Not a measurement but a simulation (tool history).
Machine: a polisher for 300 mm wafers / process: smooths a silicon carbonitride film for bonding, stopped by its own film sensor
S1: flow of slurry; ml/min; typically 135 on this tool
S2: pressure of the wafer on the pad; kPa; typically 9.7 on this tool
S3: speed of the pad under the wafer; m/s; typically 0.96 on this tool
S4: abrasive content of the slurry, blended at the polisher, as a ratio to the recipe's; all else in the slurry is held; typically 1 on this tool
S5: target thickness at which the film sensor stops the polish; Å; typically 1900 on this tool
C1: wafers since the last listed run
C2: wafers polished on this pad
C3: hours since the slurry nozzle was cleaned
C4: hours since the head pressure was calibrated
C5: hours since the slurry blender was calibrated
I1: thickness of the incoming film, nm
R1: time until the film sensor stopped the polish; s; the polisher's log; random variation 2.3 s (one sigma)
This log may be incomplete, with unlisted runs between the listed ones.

run     day   S1    S2    S3  S4    S5   C1   C2     C3      C4     C5     I1     R1
  1       0  135   9.7  0.96   1  1930    0   83    175   902.2   67.5  207.7  110.7
  2   0.554  135   9.7  0.96   1  1950  131  214  188.3   915.5   80.8  210.8  124.5
  3   1.317  135   9.7  0.96   1  1900  180  395  206.6   933.8   99.1  208.9  146.6
  4   2.296  135   9.7  0.96   1  1900  232  628  230.1   957.3  122.6  206.6  137.3
  5   3.175  135   9.7  0.96   1  1900  208  836  251.2   978.4  143.7  211.3  179.8
      3.417  -- slurry nozzle cleaned
      4.525  -- worn pad replaced by a new one
  6   4.642  135   9.7  0.96   1  1900  298   27   29.4  1013.6  178.9  210.8  152.8
  7   5.792  135   9.7  0.96   1  1900  272  300     57  1041.2  206.5  214.5    185
      5.933  -- slurry blender recalibrated
  8   6.912  135   9.7  0.96   1  1900  246  546   83.9  1068.1   23.5  208.9  143.8
  9   7.812  135   9.7  0.96   1  1900  213  759  105.5  1089.7   45.1  214.8  186.1
 10   8.629  135   9.7   1.2   1  1900  193  953  125.1  1109.3   64.7  207.5  118.8
      9.362  -- worn pad replaced by a new one
 11   9.383  135   9.7  0.96   1  1900  139    5  143.2  1127.4   82.8    212  168.1
 12   9.962  135   9.7  0.96   1  1930  137  142  157.1  1141.3   96.7    209  125.5
 13  10.558  170    11  0.96   1  1900  141  283  171.4  1155.6    111  212.8  147.8
 14  11.912  135  11.7  0.96   1  1870  321  605  203.9  1188.1  143.5  212.3  163.2
     12.708  -- slurry nozzle cleaned
     13.958  -- worn pad replaced by a new one
     14.417  -- head pressure recalibrated
 15   15.85  115   8.3   0.7   1  1880  864  428   75.4    34.4    238  210.9  249.1
     16.379  -- slurry blender recalibrated
 16  16.508  135   9.7  0.96   1  1900  136  565   91.2    50.2    3.1  213.2  177.6
 17   17.25   90    11  0.96   1  1900  175  740    109      68   20.9  206.9  116.6

The next listed run, before its measurement:
     18.342  -- worn pad replaced by a new one
 18  18.7  135  9.7  0.62   1  1900  304  85  143.8  102.8  55.7  206.4   ?

R1: 161.1 s
Had the tool carried no hidden state, the very same run would have given R1 157 s.
